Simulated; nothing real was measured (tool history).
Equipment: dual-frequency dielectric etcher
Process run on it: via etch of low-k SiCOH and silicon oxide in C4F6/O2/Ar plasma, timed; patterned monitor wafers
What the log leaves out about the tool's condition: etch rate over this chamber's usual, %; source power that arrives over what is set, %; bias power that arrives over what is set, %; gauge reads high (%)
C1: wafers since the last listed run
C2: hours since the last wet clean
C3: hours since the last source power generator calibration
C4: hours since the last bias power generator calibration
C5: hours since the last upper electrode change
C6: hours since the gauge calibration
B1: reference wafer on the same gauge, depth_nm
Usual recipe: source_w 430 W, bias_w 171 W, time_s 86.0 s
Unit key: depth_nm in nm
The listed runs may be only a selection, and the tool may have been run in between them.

Run 1, hour 0.0: usual settings but bias_w 195 W; C1 0; C2 259.2; C3 2270.9; C4 4197.5; C5 3555.8; C6 289.0; B1 221.0. Result: depth_nm 247.2 nm.
Run 2, hour 34.2: usual settings but bias_w 195 W; C1 433; C2 293.4; C3 2305.1; C4 4231.7; C5 3590.0; C6 323.2; B1 221.2. Result: depth_nm 246.5 nm.
Run 3, hour 81.1: usual settings; C1 594; C2 340.3; C3 2352.0; C4 4278.6; C5 3636.9; C6 370.1; B1 220.9. Result: depth_nm 238.2 nm.
Run 4, hour 107.3: usual settings; C1 331; C2 366.5; C3 2378.2; C4 4304.8; C5 3663.1; C6 396.3; B1 221.0. Result: depth_nm 237.9 nm.
Run 5, hour 156.4: usual settings; C1 622; C2 415.6; C3 2427.3; C4 4353.9; C5 3712.2; C6 445.4; B1 221.1. Result: depth_nm 237.2 nm.
At hour 193.7: wet clean of the chamber.
Run 6, hour 205.0: usual settings but source_w 400 W, bias_w 143 W; C1 311; C2 11.3; C3 2475.9; C4 4402.5; C5 3760.8; C6 494.0; B1 220.9. Result: depth_nm 224.5 nm.
Run 7, hour 244.1: usual settings; C1 495; C2 50.4; C3 2515.0; C4 4441.6; C5 3799.9; C6 533.1; B1 220.9. Result: depth_nm 241.4 nm.
At hour 295.6: upper electrode replaced.
Run 8, hour 312.8: usual settings but source_w 470 W, bias_w 156 W, time_s 104.5 s; C1 566; C2 119.1; C3 2583.7; C4 4510.3; C5 17.2; C6 601.8; B1 220.9. Result: depth_nm 300.2 nm.
At hour 320.1: gauge calibrated.
Run 9, hour 343.7: usual settings but source_w 390 W, bias_w 150 W, time_s 60.5 s; C1 391; C2 150.0; C3 2614.6; C4 4541.2; C5 48.1; C6 23.6; B1 220.9. Result: depth_nm 156.7 nm.
At hour 360.0: bias power generator calibrated.
Run 10, hour 368.6: usual settings but source_w 340 W, bias_w 131 W, time_s 98.5 s; C1 264; C2 174.9; C3 2639.5; C4 8.6; C5 73.0; C6 48.5; B1 221.0. Result: depth_nm 229.3 nm.
Run 11, hour 405.9: usual settings; C1 472; C2 212.2; C3 2676.8; C4 45.9; C5 110.3; C6 85.8; B1 221.2. Result: depth_nm 239.3 nm.
At hour 413.2: source power generator calibrated.
Run 12, hour 464.9: usual settings but source_w 350 W, bias_w 159 W, time_s 65.5 s; C1 696; C2 271.2; C3 51.7; C4 104.9; C5 169.3; C6 144.8; B1 221.1. Result: depth_nm 161.3 nm.
Run 13, hour 515.7: usual settings but source_w 510 W, bias_w 150 W; C1 643; C2 322.0; C3 102.5; C4 155.7; C5 220.1; C6 195.6; B1 221.0. Result: depth_nm 252.0 nm.
Run 14, hour 545.7: usual settings; C1 380; C2 352.0; C3 132.5; C4 185.7; C5 250.1; C6 225.6; B1 221.0. Result: depth_nm 239.1 nm.

What if the next run were any one of these 5? Each begins from the tool's condition after run 14:
Run A, hour 546.1: usual settings; C1 5; C2 352.4; C3 132.9; C4 186.1; C5 250.5; C6 226.0; B1 ?. Result: depth_nm ?.
Run B, hour 546.1: usual settings but source_w 380 W, bias_w 213 W, time_s 104.0 s; C1 5; C2 352.4; C3 132.9; C4 186.1; C5 250.5; C6 226.0; B1 ?. Result: depth_nm ?.
Run C, hour 546.1: usual settings but source_w 350 W, bias_w 147 W, time_s 94.0 s; C1 5; C2 352.4; C3 132.9; C4 186.1; C5 250.5; C6 226.0; B1 ?. Result: depth_nm ?.
Run D, hour 546.1: usual settings but source_w 330 W, bias_w 209 W, time_s 94.0 s; C1 5; C2 352.4; C3 132.9; C4 186.1; C5 250.5; C6 226.0; B1 ?. Result: depth_nm ?.
Run E, hour 546.1: usual settings but source_w 530 W; C1 5; C2 352.4; C3 132.9; C4 186.1; C5 250.5; C6 226.0; B1 ?. Result: depth_nm ?.

run     B1  depth_nm
  A  221.1     238.8
  B  221.1     286.9
  C  221.1     227.0
  D  221.1     239.9
  E  221.1     264.2
Stripped of hidden state, with their random variation kept, the same runs would have yielded:
run  depth_nm
  A     242.8
  B     291.6
  C     230.8
  D     243.9
  E     268.6

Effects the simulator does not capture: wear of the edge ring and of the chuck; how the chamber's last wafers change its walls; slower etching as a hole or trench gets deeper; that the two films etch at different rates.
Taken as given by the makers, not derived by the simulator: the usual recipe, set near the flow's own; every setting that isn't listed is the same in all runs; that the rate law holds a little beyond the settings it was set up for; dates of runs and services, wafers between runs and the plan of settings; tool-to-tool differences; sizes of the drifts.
